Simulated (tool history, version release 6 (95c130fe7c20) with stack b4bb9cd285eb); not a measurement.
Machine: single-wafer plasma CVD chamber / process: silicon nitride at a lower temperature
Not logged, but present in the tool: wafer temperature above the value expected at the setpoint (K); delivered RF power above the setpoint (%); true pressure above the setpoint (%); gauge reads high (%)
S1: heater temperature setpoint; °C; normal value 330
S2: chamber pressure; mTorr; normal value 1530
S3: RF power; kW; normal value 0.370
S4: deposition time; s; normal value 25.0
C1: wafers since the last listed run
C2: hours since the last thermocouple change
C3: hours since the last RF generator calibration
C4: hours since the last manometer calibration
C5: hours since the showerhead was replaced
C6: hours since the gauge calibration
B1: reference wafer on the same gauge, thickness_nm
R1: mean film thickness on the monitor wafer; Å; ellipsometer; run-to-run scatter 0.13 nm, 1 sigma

run 1 hour=0.0 | S1=330 S2=1530 S3=0.370 S4=25.0 | C1=0 C2=363.2 C3=1883.4 C4=279.6 C5=5649.4 C6=1221.7 | B1=33.900 | R1=345.53
-- hour=25.5 gauge calibrated
run 2 hour=57.4 | S1=330 S2=1530 S3=0.370 S4=25.0 | C1=1035 C2=420.6 C3=1940.8 C4=337.0 C5=5706.8 C6=31.9 | B1=33.904 | R1=342.90
run 3 hour=88.6 | S1=330 S2=1530 S3=0.335 S4=25.0 | C1=562 C2=451.8 C3=1972.0 C4=368.2 C5=5738.0 C6=63.1 | B1=33.894 | R1=321.95
run 4 hour=144.4 | S1=330 S2=1530 S3=0.335 S4=25.0 | C1=1006 C2=507.6 C3=2027.8 C4=424.0 C5=5793.8 C6=118.9 | B1=33.896 | R1=322.08
run 5 hour=188.3 | S1=330 S2=1310 S3=0.370 S4=25.0 | C1=792 C2=551.5 C3=2071.7 C4=467.9 C5=5837.7 C6=162.8 | B1=33.910 | R1=337.45
run 6 hour=290.7 | S1=330 S2=1310 S3=0.370 S4=25.0 | C1=1847 C2=653.9 C3=2174.1 C4=570.3 C5=5940.1 C6=265.2 | B1=33.883 | R1=333.98
run 7 hour=335.9 | S1=330 S2=1530 S3=0.370 S4=25.0 | C1=815 C2=699.1 C3=2219.3 C4=615.5 C5=5985.3 C6=310.4 | B1=33.901 | R1=342.57
run 8 hour=378.7 | S1=330 S2=1530 S3=0.370 S4=25.0 | C1=772 C2=741.9 C3=2262.1 C4=658.3 C5=6028.1 C6=353.2 | B1=33.912 | R1=345.12
run 9 hour=443.2 | S1=330 S2=1530 S3=0.370 S4=25.0 | C1=1163 C2=806.4 C3=2326.6 C4=722.8 C5=6092.6 C6=417.7 | B1=33.873 | R1=344.34
run 10 hour=470.4 | S1=338 S2=1530 S3=0.370 S4=25.0 | C1=490 C2=833.6 C3=2353.8 C4=750.0 C5=6119.8 C6=444.9 | B1=33.865 | R1=342.22
run 11 hour=529.5 | S1=338 S2=1530 S3=0.370 S4=25.0 | C1=1066 C2=892.7 C3=2412.9 C4=809.1 C5=6178.9 C6=504.0 | B1=33.876 | R1=343.83
run 12 hour=588.9 | S1=338 S2=1530 S3=0.370 S4=25.0 | C1=1071 C2=952.1 C3=2472.3 C4=868.5 C5=6238.3 C6=563.4 | B1=33.909 | R1=342.10
run 13 hour=657.7 | S1=330 S2=1530 S3=0.370 S4=25.0 | C1=1241 C2=1020.9 C3=2541.1 C4=937.3 C5=6307.1 C6=632.2 | B1=33.889 | R1=343.54
-- hour=715.5 thermocouple changed; heater temperature recalibrated
run 14 hour=719.5 | S1=335 S2=1530 S3=0.370 S4=25.0 | C1=970 C2=4.0 C3=2602.9 C4=999.1 C5=6368.9 C6=694.0 | B1=33.925 | R1=342.63
-- hour=751.3 RF generator calibrated
-- hour=776.7 showerhead replaced, of another model than before
run 15 hour=783.7 | S1=330 S2=1660 S3=0.350 S4=25.0 | C1=869 C2=68.2 C3=32.4 C4=1063.3 C5=7.0 C6=758.2 | B1=33.916 | R1=346.63
run 16 hour=819.6 | S1=330 S2=1530 S3=0.370 S4=25.0 | C1=647 C2=104.1 C3=68.3 C4=1099.2 C5=42.9 C6=794.1 | B1=33.889 | R1=352.40
run 17 hour=856.4 | S1=330 S2=1650 S3=0.310 S4=22.2 | C1=664 C2=140.9 C3=105.1 C4=1136.0 C5=79.7 C6=830.9 | B1=33.894 | R1=274.51
run 18 hour=910.7 | S1=322 S2=1300 S3=0.390 S4=28.9 | C1=979 C2=195.2 C3=159.4 C4=1190.3 C5=134.0 C6=885.2 | B1=33.884 | R1=409.02
run 19 hour=945.9 | S1=330 S2=1530 S3=0.370 S4=25.0 | C1=635 C2=230.4 C3=194.6 C4=1225.5 C5=169.2 C6=920.4 | B1=33.902 | R1=349.80
-- hour=978.7 capacitance manometer re-zeroed and calibrated
run 20 hour=990.3 | S1=341 S2=1530 S3=0.345 S4=23.6 | C1=656 C2=274.8 C3=239.0 C4=11.6 C5=213.6 C6=964.8 | B1=33.897 | R1=311.32
run 21 hour=1061.5 | S1=317 S2=1890 S3=0.370 S4=25.0 | C1=1284 C2=346.0 C3=310.2 C4=82.8 C5=284.8 C6=1036.0 | B1=33.892 | R1=367.07
-- hour=1072.1 gauge calibrated
run 22 hour=1122.7 | S1=321 S2=1300 S3=0.295 S4=20.6 | C1=1104 C2=407.2 C3=371.4 C4=144.0 C5=346.0 C6=50.6 | B1=33.889 | R1=229.18
run 23 hour=1178.2 | S1=330 S2=1720 S3=0.370 S4=23.4 | C1=1001 C2=462.7 C3=426.9 C4=199.5 C5=401.5 C6=106.1 | B1=33.901 | R1=334.02
run 24 hour=1211.3 | S1=330 S2=1180 S3=0.370 S4=25.0 | C1=597 C2=495.8 C3=460.0 C4=232.6 C5=434.6 C6=139.2 | B1=33.899 | R1=327.46
run 25 hour=1272.2 | S1=324 S2=1530 S3=0.370 S4=25.0 | C1=1098 C2=556.7 C3=520.9 C4=293.5 C5=495.5 C6=200.1 | B1=33.890 | R1=348.66
run 26 hour=1314.5 | S1=330 S2=1910 S3=0.370 S4=29.0 | C1=763 C2=599.0 C3=563.2 C4=335.8 C5=537.8 C6=242.4 | B1=33.905 | R1=422.11
run 27 hour=1352.3 | S1=330 S2=1530 S3=0.370 S4=25.0 | C1=682 C2=636.8 C3=601.0 C4=373.6 C5=575.6 C6=280.2 | B1=33.912 | R1=345.34

Forecast each of these 3 alternatives for the next run:
run A hour=1352.7 | S1=315 S2=1530 S3=0.370 S4=25.0 | C1=7 C2=637.2 C3=601.4 C4=374.0 C5=576.0 C6=280.6 | B1=? | R1=?
run B hour=1352.7 | S1=335 S2=1260 S3=0.415 S4=28.2 | C1=7 C2=637.2 C3=601.4 C4=374.0 C5=576.0 C6=280.6 | B1=? | R1=?
run C hour=1352.7 | S1=343 S2=1530 S3=0.400 S4=25.0 | C1=7 C2=637.2 C3=601.4 C4=374.0 C5=576.0 C6=280.6 | B1=? | R1=?

run=A B1=33.904 R1=348.78
run=B B1=33.904 R1=408.64
run=C B1=33.904 R1=367.35
Without the tool's unlogged condition, the same runs would have read:
run=A R1=356.11
run=B R1=416.67
run=C R1=374.57
